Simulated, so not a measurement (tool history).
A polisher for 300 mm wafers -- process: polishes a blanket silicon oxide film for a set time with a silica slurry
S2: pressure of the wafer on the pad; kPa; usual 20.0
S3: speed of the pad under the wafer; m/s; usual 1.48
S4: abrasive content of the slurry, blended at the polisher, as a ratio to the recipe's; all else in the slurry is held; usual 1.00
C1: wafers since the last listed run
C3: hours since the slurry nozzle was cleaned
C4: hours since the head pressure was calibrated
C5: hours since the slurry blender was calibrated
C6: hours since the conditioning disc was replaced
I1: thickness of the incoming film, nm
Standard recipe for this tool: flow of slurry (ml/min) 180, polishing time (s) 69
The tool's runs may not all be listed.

Run 1, hour 0.0: usual settings; C1 0; wafers polished on this pad 1220; C3 385.5; C4 1259.6; C5 125.7; C6 251.4; I1 1099.9. Result: film removed (nm) 202.0.
At hour 14.9: conditioning disc replaced and pad reconditioned.
Run 2, hour 15.4: usual settings; C1 80; wafers polished on this pad 1301; C3 400.9; C4 1275.0; C5 141.1; C6 0.5; I1 1105.0. Result: film removed (nm) 204.8.
Run 3, hour 25.4: usual settings; C1 59; wafers polished on this pad 1361; C3 410.9; C4 1285.0; C5 151.1; C6 10.5; I1 1098.5. Result: film removed (nm) 204.4.
At hour 31.6: worn pad replaced by a new one.
Run 4, hour 42.0: usual settings but S4 1.15; C1 75; wafers polished on this pad 62; C3 427.5; C4 1301.6; C5 167.7; C6 27.1; I1 1108.3. Result: film removed (nm) 209.6.
Run 5, hour 48.2: usual settings but S4 1.15; C1 37; wafers polished on this pad 99; C3 433.7; C4 1307.8; C5 173.9; C6 33.3; I1 1091.9. Result: film removed (nm) 209.1.
Run 6, hour 64.2: usual settings but polishing time (s) 78; C1 95; wafers polished on this pad 195; C3 449.7; C4 1323.8; C5 189.9; C6 49.3; I1 1100.2. Result: film removed (nm) 231.1.
Run 7, hour 78.2: usual settings; C1 83; wafers polished on this pad 279; C3 463.7; C4 1337.8; C5 203.9; C6 63.3; I1 1108.8. Result: film removed (nm) 201.6.
Run 8, hour 94.8: usual settings but flow of slurry (ml/min) 235, S2 25.5 kPa; C1 99; wafers polished on this pad 378; C3 480.3; C4 1354.4; C5 220.5; C6 79.9; I1 1100.1. Result: film removed (nm) 256.0.
At hour 108.7: head pressure recalibrated.
Run 9, hour 112.1: usual settings but S3 1.22 m/s; C1 91; wafers polished on this pad 470; C3 497.6; C4 3.4; C5 237.8; C6 97.2; I1 1108.2. Result: film removed (nm) 184.5.
Run 10, hour 121.4: usual settings but flow of slurry (ml/min) 235, S4 1.10; C1 55; wafers polished on this pad 526; C3 506.9; C4 12.7; C5 247.1; C6 106.5; I1 1110.8. Result: film removed (nm) 233.1.
Run 11, hour 138.1: usual settings; C1 100; wafers polished on this pad 626; C3 523.6; C4 29.4; C5 263.8; C6 123.2; I1 1103.2. Result: film removed (nm) 219.9.
Run 12, hour 155.7: usual settings but S2 17.2 kPa, S3 0.98 m/s, polishing time (s) 55; C1 105; wafers polished on this pad 732; C3 541.2; C4 47.0; C5 281.4; C6 140.8; I1 1113.2. Result: film removed (nm) 111.4.
At hour 167.3: slurry blender recalibrated.
Run 13, hour 167.8: usual settings; C1 60; wafers polished on this pad 792; C3 553.3; C4 59.1; C5 0.5; C6 152.9; I1 1086.9. Result: film removed (nm) 220.5.
Run 14, hour 179.5: usual settings but flow of slurry (ml/min) 240, S2 24.8 kPa; C1 70; wafers polished on this pad 862; C3 565.0; C4 70.8; C5 12.2; C6 164.6; I1 1098.9. Result: film removed (nm) 269.6.
Run 15, hour 195.7: usual settings; C1 97; wafers polished on this pad 960; C3 581.2; C4 87.0; C5 28.4; C6 180.8; I1 1076.0. Result: film removed (nm) 216.3.
Run 16, hour 211.5: usual settings but S3 1.62 m/s, S4 1.10; C1 94; wafers polished on this pad 1054; C3 597.0; C4 102.8; C5 44.2; C6 196.6; I1 1105.2. Result: film removed (nm) 236.8.
At hour 219.9: worn pad replaced by a new one.
Run 17, hour 226.1: usual settings but flow of slurry (ml/min) 160, S3 1.96 m/s, S4 1.10; C1 63; wafers polished on this pad 37; C3 611.6; C4 117.4; C5 58.8; C6 211.2; I1 1077.9. Result: film removed (nm) 274.0.
Run 18, hour 232.2: usual settings; C1 36; wafers polished on this pad 73; C3 617.7; C4 123.5; C5 64.9; C6 217.3; I1 1097.5. Result: film removed (nm) 215.9.
Run 19, hour 248.0: usual settings but flow of slurry (ml/min) 145, S4 1.30, polishing time (s) 92; C1 94; wafers polished on this pad 168; C3 633.5; C4 139.3; C5 80.7; C6 233.1; I1 1106.8. Result: film removed (nm) 299.0.
At hour 251.1: slurry nozzle cleaned.
Run 20, hour 260.4: usual settings but S3 1.64 m/s; C1 68; wafers polished on this pad 236; C3 9.3; C4 151.7; C5 93.1; C6 245.5; I1 1095.2. Result: film removed (nm) 235.1.
Run 21, hour 276.5: usual settings; C1 96; wafers polished on this pad 333; C3 25.4; C4 167.8; C5 109.2; C6 261.6; I1 1099.2. Result: film removed (nm) 218.8.
Run 22, hour 285.3: usual settings; C1 52; wafers polished on this pad 386; C3 34.2; C4 176.6; C5 118.0; C6 270.4; I1 1092.1. Result: film removed (nm) 213.2.
Run 23, hour 298.5: usual settings but flow of slurry (ml/min) 200; C1 79; wafers polished on this pad 465; C3 47.4; C4 189.8; C5 131.2; C6 283.6; I1 1092.9. Result: film removed (nm) 216.1.
Run 24, hour 309.1: usual settings but flow of slurry (ml/min) 145, S2 14.5 kPa, S4 0.85, polishing time (s) 76; C1 63; wafers polished on this pad 528; C3 58.0; C4 200.4; C5 141.8; C6 294.2; I1 1098.6. Result: film removed (nm) 168.8.
Run 25, hour 322.2: usual settings; C1 78; wafers polished on this pad 607; C3 71.1; C4 213.5; C5 154.9; C6 307.3; I1 1106.7. Result: film removed (nm) 214.6.
At hour 326.9: conditioning disc replaced and pad reconditioned.
Run 26, hour 337.9: usual settings but S3 1.02 m/s, S4 0.85; C1 82; wafers polished on this pad 689; C3 86.8; C4 229.2; C5 170.6; C6 11.0; I1 1091.6. Result: film removed (nm) 154.5.
Run 27, hour 353.8: usual settings; C1 95; wafers polished on this pad 784; C3 102.7; C4 245.1; C5 186.5; C6 26.9; I1 1108.4. Result: film removed (nm) 215.1.

Hidden state or all else? Some run-to-run changes of film removed (nm), split into what the settings, what came in and random variation would give without the hidden state, and what is left for the hidden state (with any gauge scatter that isn't in both results):
What the log doesn't record here: removal rate lost through wear of the pad, %; slurry flow missing at the pad, %; deviation of the head's pressure from its setpoint, %; abrasive missing from the slurry, %; time polished since the conditioner stopped cutting, s.
Run 7 -> 8: flow of slurry (ml/min) 180 -> 235, S2 20.0 -> 25.5. film removed (nm) +54.4: hidden state -5.6, all else +60.0.
Run 8 -> 9: flow of slurry (ml/min) 235 -> 180, S2 25.5 -> 20.0, S3 1.48 -> 1.22, head pressure recalibrated. film removed (nm) -71.5: hidden state +22.8, all else -94.3.
Run 11 -> 12: S2 20.0 -> 17.2, S3 1.48 -> 0.98, polishing time (s) 69 -> 55. film removed (nm) -108.5: hidden state +1.3, all else -109.8.
Run 12 -> 13: S2 17.2 -> 20.0, S3 0.98 -> 1.48, polishing time (s) 55 -> 69, slurry blender recalibrated. film removed (nm) +109.1: hidden state -1.8, all else +110.9.
